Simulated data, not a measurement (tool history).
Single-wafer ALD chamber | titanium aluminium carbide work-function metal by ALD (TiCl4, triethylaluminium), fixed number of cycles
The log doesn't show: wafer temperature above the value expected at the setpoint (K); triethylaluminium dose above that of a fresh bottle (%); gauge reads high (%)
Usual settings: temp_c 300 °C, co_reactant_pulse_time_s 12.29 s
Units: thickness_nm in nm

| run | hour | temp_c | co_reactant_pulse_time_s | wafers since the last listed run | hours since the last thermocouple change | hours since the last triethylaluminium bottle change | hours since the showerhead was replaced | hours since the gauge calibration | read-back reference wafer on the same gauge, thickness_nm | thickness_nm |
|---|---|---|---|---|---|---|---|---|---|---|
| 1 | 0.0 | 300 | 12.29 | 0 | 1551.7 | 528.1 | 3187.0 | 124.5 | 2.009 | 1.851 |
| 2 | 12.4 | 300 | 12.29 | 158 | 1564.1 | 540.5 | 3199.4 | 136.9 | 2.009 | 1.841 |
| 3 | 19.5 | 300 | 12.29 | 90 | 1571.2 | 547.6 | 3206.5 | 144.0 | 2.010 | 1.838 |
| 4 | 32.8 | 300 | 12.29 | 169 | 1584.5 | 560.9 | 3219.8 | 157.3 | 2.011 | 1.843 |
| 5 | 42.7 | 300 | 12.29 | 126 | 1594.4 | 570.8 | 3229.7 | 167.2 | 2.010 | 1.837 |
| 6 | 59.4 | 300 | 12.29 | 213 | 1611.1 | 587.5 | 3246.4 | 183.9 | 2.009 | 1.827 |
| 7 | 69.2 | 300 | 12.29 | 125 | 1620.9 | 597.3 | 3256.2 | 193.7 | 2.010 | 1.828 |
|  | 78.6 | showerhead replaced |
| 8 | 79.1 | 300 | 12.29 | 24 | 1630.8 | 607.2 | 0.5 | 203.6 | 2.011 | 1.826 |
|  | 92.0 | gauge calibrated |
|  | 92.5 | triethylaluminium bottle replaced |
| 9 | 93.0 | 300 | 12.29 | 75 | 1644.7 | 0.5 | 14.4 | 1.0 | 2.010 | 1.893 |
| 10 | 103.5 | 300 | 12.29 | 133 | 1655.2 | 11.0 | 24.9 | 11.5 | 2.010 | 1.899 |
| 11 | 115.2 | 291 | 14.73 | 149 | 1666.9 | 22.7 | 36.6 | 23.2 | 2.010 | 1.859 |
| 12 | 132.2 | 300 | 7.40 | 216 | 1683.9 | 39.7 | 53.6 | 40.2 | 2.011 | 1.490 |
|  | 140.9 | thermocouple changed; heater temperature recalibrated |
| 13 | 146.3 | 300 | 12.29 | 77 | 5.4 | 53.8 | 67.7 | 54.3 | 2.009 | 1.900 |
| 14 | 155.7 | 292 | 15.22 | 119 | 14.8 | 63.2 | 77.1 | 63.7 | 2.009 | 1.859 |
| 15 | 167.9 | 300 | 7.65 | 155 | 27.0 | 75.4 | 89.3 | 75.9 | 2.010 | 1.544 |
| 16 | 182.3 | 288 | 12.29 | 183 | 41.4 | 89.8 | 103.7 | 90.3 | 2.010 | 1.810 |
| 17 | 191.6 | 300 | 12.29 | 118 | 50.7 | 99.1 | 113.0 | 99.6 | 2.009 | 1.900 |
| 18 | 201.2 | 287 | 14.62 | 122 | 60.3 | 108.7 | 122.6 | 109.2 | 2.011 | 1.823 |
| 19 | 216.6 | 300 | 12.29 | 196 | 75.7 | 124.1 | 138.0 | 124.6 | 2.010 | 1.895 |
| 20 | 229.9 | 293 | 10.60 | 169 | 89.0 | 137.4 | 151.3 | 137.9 | 2.011 | 1.791 |

Forecast each of these 4 alternatives for the next run:
| A | 230.3 | 300 | 12.29 | 5 | 89.4 | 137.8 | 151.7 | 138.3 | ? | ? |
| B | 230.3 | 306 | 10.22 | 5 | 89.4 | 137.8 | 151.7 | 138.3 | ? | ? |
| C | 230.3 | 285 | 7.43 | 5 | 89.4 | 137.8 | 151.7 | 138.3 | ? | ? |
| D | 230.3 | 287 | 9.84 | 5 | 89.4 | 137.8 | 151.7 | 138.3 | ? | ? |

| run | read-back reference wafer on the same gauge, thickness_nm | thickness_nm |
|---|---|---|
| A | 2.009 | 1.893 |
| B | 2.009 | 1.868 |
| C | 2.009 | 1.403 |
| D | 2.009 | 1.714 |
Without the tool's hidden state the same runs would have given:
| run | thickness_nm |
|---|---|
| A | 1.899 |
| B | 1.882 |
| C | 1.433 |
| D | 1.730 |
